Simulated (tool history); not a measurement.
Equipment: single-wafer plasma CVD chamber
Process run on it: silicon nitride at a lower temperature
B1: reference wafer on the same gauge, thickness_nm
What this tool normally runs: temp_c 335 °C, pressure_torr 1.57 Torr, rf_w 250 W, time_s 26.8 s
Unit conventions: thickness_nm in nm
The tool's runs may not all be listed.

Run 1, day 0.000: usual settings but rf_w 290 W; B1 31.982. Result: thickness_nm 30.767 nm.
Run 2, day 0.425: usual settings but rf_w 290 W; B1 31.999. Result: thickness_nm 30.829 nm.
Run 3, day 0.804: usual settings but rf_w 290 W; B1 31.948. Result: thickness_nm 30.783 nm.
Run 4, day 1.217: usual settings; B1 31.967. Result: thickness_nm 26.840 nm.
Run 5, day 1.762: usual settings but temp_c 343 °C; B1 32.040. Result: thickness_nm 26.639 nm.
Run 6, day 2.217: usual settings but temp_c 343 °C; B1 32.031. Result: thickness_nm 26.598 nm.
Run 7, day 2.733: usual settings but temp_c 343 °C; B1 31.976. Result: thickness_nm 26.610 nm.
Run 8, day 3.338: usual settings; B1 32.035. Result: thickness_nm 26.645 nm.
Run 9, day 5.429: usual settings; B1 32.025. Result: thickness_nm 26.761 nm.
At day 6.021: capacitance manometer re-zeroed and calibrated.
Run 10, day 6.167: usual settings; B1 31.979. Result: thickness_nm 26.671 nm.
Run 11, day 6.475: usual settings; B1 32.003. Result: thickness_nm 26.655 nm.
Run 12, day 7.217: usual settings; B1 32.030. Result: thickness_nm 26.725 nm.
At day 8.058: RF generator calibrated.
Run 13, day 8.079: usual settings but temp_c 328 °C; B1 31.966. Result: thickness_nm 28.982 nm.
Run 14, day 8.638: usual settings but temp_c 350 °C, pressure_torr 1.43 Torr, rf_w 220 W, time_s 30.1 s; B1 31.972. Result: thickness_nm 27.649 nm.
At day 9.183: thermocouple changed; heater temperature recalibrated.
Run 15, day 9.204: usual settings but temp_c 330 °C, pressure_torr 1.72 Torr, rf_w 210 W, time_s 30.6 s; B1 32.016. Result: thickness_nm 28.621 nm.
At day 9.471: gauge calibrated.
Run 16, day 9.696: usual settings but rf_w 275 W, time_s 24.0 s; B1 32.050. Result: thickness_nm 28.598 nm.
Run 17, day 10.188: usual settings but rf_w 265 W, time_s 23.0 s; B1 32.031. Result: thickness_nm 26.360 nm.
At day 10.679: showerhead replaced.
Run 18, day 10.700: usual settings but temp_c 320 °C, pressure_torr 1.80 Torr, rf_w 225 W, time_s 24.6 s; B1 31.930. Result: thickness_nm 24.926 nm.
Run 19, day 11.279: usual settings but rf_w 225 W, time_s 30.6 s; B1 31.957. Result: thickness_nm 29.578 nm.
Run 20, day 12.017: usual settings but temp_c 347 °C; B1 32.010. Result: thickness_nm 28.805 nm.
Run 21, day 12.417: usual settings; B1 31.965. Result: thickness_nm 28.543 nm.
Run 22, day 13.046: usual settings but temp_c 321 °C, rf_w 275 W; B1 32.001. Result: thickness_nm 31.751 nm.
Run 23, day 13.304: usual settings but rf_w 205 W, time_s 23.7 s; B1 32.008. Result: thickness_nm 20.524 nm.
Run 24, day 13.696: usual settings but temp_c 326 °C, pressure_torr 1.93 Torr, rf_w 210 W, time_s 24.5 s; B1 32.060. Result: thickness_nm 23.100 nm.
Run 25, day 14.075: usual settings; B1 31.987. Result: thickness_nm 28.814 nm.
Run 26, day 14.792: usual settings but temp_c 347 °C, pressure_torr 1.41 Torr; B1 31.960. Result: thickness_nm 27.867 nm.
Run 27, day 15.192: usual settings but temp_c 325 °C, time_s 23.6 s; B1 32.006. Result: thickness_nm 25.218 nm.
Run 28, day 15.704: usual settings but temp_c 349 °C, pressure_torr 1.72 Torr, rf_w 230 W, time_s 22.5 s; B1 31.971. Result: thickness_nm 22.399 nm.
Run 29, day 15.996: usual settings but temp_c 326 °C, rf_w 230 W; B1 31.987. Result: thickness_nm 26.342 nm.

Below are 4 alternative next runs, each starting from the tool's condition after run 29. Predict each:
Run A, day 16.012: usual settings but pressure_torr 1.40 Torr; B1 ?. Result: thickness_nm ?.
Run B, day 16.012: usual settings but temp_c 328 °C, rf_w 225 W; B1 ?. Result: thickness_nm ?.
Run C, day 16.012: usual settings but temp_c 345 °C, pressure_torr 1.81 Torr, time_s 24.7 s; B1 ?. Result: thickness_nm ?.
Run D, day 16.012: usual settings but pressure_torr 1.41 Torr, rf_w 270 W; B1 ?. Result: thickness_nm ?.

run      B1  thickness_nm
  A  32.037        27.901
  B  32.037        25.805
  C  32.037        27.265
  D  32.037        30.084
Without the tool's unlogged condition, the same runs would have read:
run  thickness_nm
  A        28.633
  B        26.515
  C        27.980
  D        30.861
